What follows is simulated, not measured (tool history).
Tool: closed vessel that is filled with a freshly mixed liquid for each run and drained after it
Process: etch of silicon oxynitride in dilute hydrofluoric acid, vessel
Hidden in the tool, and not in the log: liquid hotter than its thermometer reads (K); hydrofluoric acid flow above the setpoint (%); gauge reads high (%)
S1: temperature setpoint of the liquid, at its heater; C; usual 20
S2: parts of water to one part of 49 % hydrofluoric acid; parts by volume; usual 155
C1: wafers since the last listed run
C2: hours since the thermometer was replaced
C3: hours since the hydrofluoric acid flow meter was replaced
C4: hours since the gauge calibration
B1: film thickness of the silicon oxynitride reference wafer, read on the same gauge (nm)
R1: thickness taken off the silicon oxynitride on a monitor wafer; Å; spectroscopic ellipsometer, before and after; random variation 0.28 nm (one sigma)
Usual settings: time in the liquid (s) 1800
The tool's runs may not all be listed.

run 1 day=0 | S1=20 S2=155 time_in_the_liquid_(s)=2110 | C1=0 C2=1714.1 C3=352.5 C4=2456.8 | B1=50.03 | R1=437.3
run 2 day=2.025 | S1=20 S2=155 time_in_the_liquid_(s)=2110 | C1=2214 C2=1762.7 C3=401.1 C4=2505.4 | B1=50.01 | R1=437.1
run 3 day=3.342 | S1=20 S2=155 time_in_the_liquid_(s)=1800 | C1=1439 C2=1794.3 C3=432.7 C4=2537 | B1=50 | R1=375.4
run 4 day=4.7 | S1=20 S2=155 time_in_the_liquid_(s)=1800 | C1=1485 C2=1826.9 C3=465.3 C4=2569.6 | B1=49.99 | R1=372.7
run 5 day=7.217 | S1=20 S2=155 time_in_the_liquid_(s)=1800 | C1=2752 C2=1887.3 C3=525.7 C4=2630 | B1=49.98 | R1=377.1
run 6 day=8.679 | S1=20 S2=155 time_in_the_liquid_(s)=1800 | C1=1599 C2=1922.4 C3=560.8 C4=2665.1 | B1=50.01 | R1=377.4
-- day=9.45 gauge calibrated
run 7 day=10.871 | S1=20 S2=155 time_in_the_liquid_(s)=1800 | C1=2396 C2=1975 C3=613.4 C4=34.1 | B1=49.99 | R1=380.9
run 8 day=11.9 | S1=20 S2=175 time_in_the_liquid_(s)=1800 | C1=1125 C2=1999.7 C3=638.1 C4=58.8 | B1=49.97 | R1=331.3
run 9 day=18.433 | S1=20 S2=175 time_in_the_liquid_(s)=1800 | C1=7144 C2=2156.5 C3=794.9 C4=215.6 | B1=49.94 | R1=333.7
run 10 day=20.542 | S1=20 S2=155 time_in_the_liquid_(s)=1800 | C1=2305 C2=2207.1 C3=845.5 C4=266.2 | B1=50.04 | R1=384.1
run 11 day=22.558 | S1=20 S2=155 time_in_the_liquid_(s)=975 | C1=2205 C2=2255.5 C3=893.9 C4=314.6 | B1=49.97 | R1=208.7
run 12 day=23.779 | S1=20 S2=155 time_in_the_liquid_(s)=1800 | C1=1335 C2=2284.8 C3=923.2 C4=343.9 | B1=49.99 | R1=382.4
run 13 day=25.133 | S1=22 S2=205 time_in_the_liquid_(s)=2585 | C1=1480 C2=2317.3 C3=955.7 C4=376.4 | B1=50.02 | R1=444.3
run 14 day=27.475 | S1=23 S2=155 time_in_the_liquid_(s)=2790 | C1=2560 C2=2373.5 C3=1011.9 C4=432.6 | B1=49.98 | R1=695.8
run 15 day=30.104 | S1=17.5 S2=110 time_in_the_liquid_(s)=1800 | C1=2875 C2=2436.6 C3=1075 C4=495.7 | B1=50 | R1=495.2
run 16 day=31.262 | S1=24.5 S2=155 time_in_the_liquid_(s)=1800 | C1=1266 C2=2464.4 C3=1102.8 C4=523.5 | B1=49.99 | R1=471.9
run 17 day=32.742 | S1=20 S2=225 time_in_the_liquid_(s)=1300 | C1=1617 C2=2499.9 C3=1138.3 C4=559 | B1=50.03 | R1=183.3
-- day=33.608 thermometer replaced
run 18 day=34.425 | S1=17 S2=125 time_in_the_liquid_(s)=1150 | C1=1795 C2=19.6 C3=1178.7 C4=599.4 | B1=50.01 | R1=271.3
run 19 day=37.396 | S1=20 S2=155 time_in_the_liquid_(s)=1800 | C1=3248 C2=90.9 C3=1250 C4=670.7 | B1=50.01 | R1=394
-- day=38.838 hydrofluoric acid flow meter replaced
run 20 day=40.175 | S1=20 S2=155 time_in_the_liquid_(s)=1800 | C1=2993 C2=157.6 C3=32.1 C4=737.4 | B1=50 | R1=365.4
run 21 day=41.479 | S1=20 S2=155 time_in_the_liquid_(s)=2400 | C1=1426 C2=188.9 C3=63.4 C4=768.7 | B1=49.97 | R1=486.4
run 22 day=42.542 | S1=17 S2=95 time_in_the_liquid_(s)=870 | C1=1161 C2=214.4 C3=88.9 C4=794.2 | B1=50.02 | R1=254.9
run 23 day=44.9 | S1=17 S2=155 time_in_the_liquid_(s)=2150 | C1=2578 C2=271 C3=145.5 C4=850.8 | B1=50 | R1=384.8
run 24 day=47.538 | S1=20 S2=155 time_in_the_liquid_(s)=1005 | C1=2884 C2=334.3 C3=208.8 C4=914.1 | B1=49.96 | R1=208.8
run 25 day=49.442 | S1=20 S2=155 time_in_the_liquid_(s)=1800 | C1=2082 C2=380 C3=254.5 C4=959.8 | B1=49.98 | R1=370.6
run 26 day=51.15 | S1=20 S2=155 time_in_the_liquid_(s)=1800 | C1=1868 C2=421 C3=295.5 C4=1000.8 | B1=49.99 | R1=368
run 27 day=53.579 | S1=20 S2=110 time_in_the_liquid_(s)=1400 | C1=2656 C2=479.3 C3=353.8 C4=1059.1 | B1=50.01 | R1=422.3
run 28 day=55.546 | S1=23.5 S2=195 time_in_the_liquid_(s)=2145 | C1=2150 C2=526.5 C3=401 C4=1106.3 | B1=49.98 | R1=400.5
run 29 day=57.771 | S1=20 S2=200 time_in_the_liquid_(s)=2840 | C1=2433 C2=579.9 C3=454.4 C4=1159.7 | B1=49.95 | R1=450.2
run 30 day=59.925 | S1=20 S2=155 time_in_the_liquid_(s)=2815 | C1=2355 C2=631.6 C3=506.1 C4=1211.4 | B1=50 | R1=588
run 31 day=61.95 | S1=20 S2=155 time_in_the_liquid_(s)=785 | C1=2214 C2=680.2 C3=554.7 C4=1260 | B1=50.02 | R1=164.1
run 32 day=64.862 | S1=20 S2=115 time_in_the_liquid_(s)=1800 | C1=3184 C2=750.1 C3=624.6 C4=1329.9 | B1=50 | R1=520.8
run 33 day=67.629 | S1=20 S2=155 time_in_the_liquid_(s)=900 | C1=3025 C2=816.5 C3=691 C4=1396.3 | B1=50.04 | R1=187.7
run 34 day=70.4 | S1=24 S2=215 time_in_the_liquid_(s)=1130 | C1=3030 C2=883 C3=757.5 C4=1462.8 | B1=50.01 | R1=198.5

The tool's hidden state at each run:
liquid hotter than its thermometer reads (K): 0 in every run
gauge reads high (%): 0 in every run
H1: hydrofluoric acid flow above the setpoint (%)
run=1 H1=2.27
run=2 H1=2.53
run=3 H1=2.7
run=4 H1=2.87
run=5 H1=3.2
run=6 H1=3.38
run=7 H1=3.67
run=8 H1=3.8
run=9 H1=4.64
run=10 H1=4.91
run=11 H1=5.17
run=12 H1=5.33
run=13 H1=5.51
run=14 H1=5.81
run=15 H1=6.15
run=16 H1=6.3
run=17 H1=6.49
run=18 H1=6.7
run=19 H1=7.09
run=20 H1=0.434
run=21 H1=0.602
run=22 H1=0.739
run=23 H1=1.04
run=24 H1=1.38
run=25 H1=1.63
run=26 H1=1.85
run=27 H1=2.16
run=28 H1=2.42
run=29 H1=2.7
run=30 H1=2.98
run=31 H1=3.24
run=32 H1=3.62
run=33 H1=3.97
run=34 H1=4.33
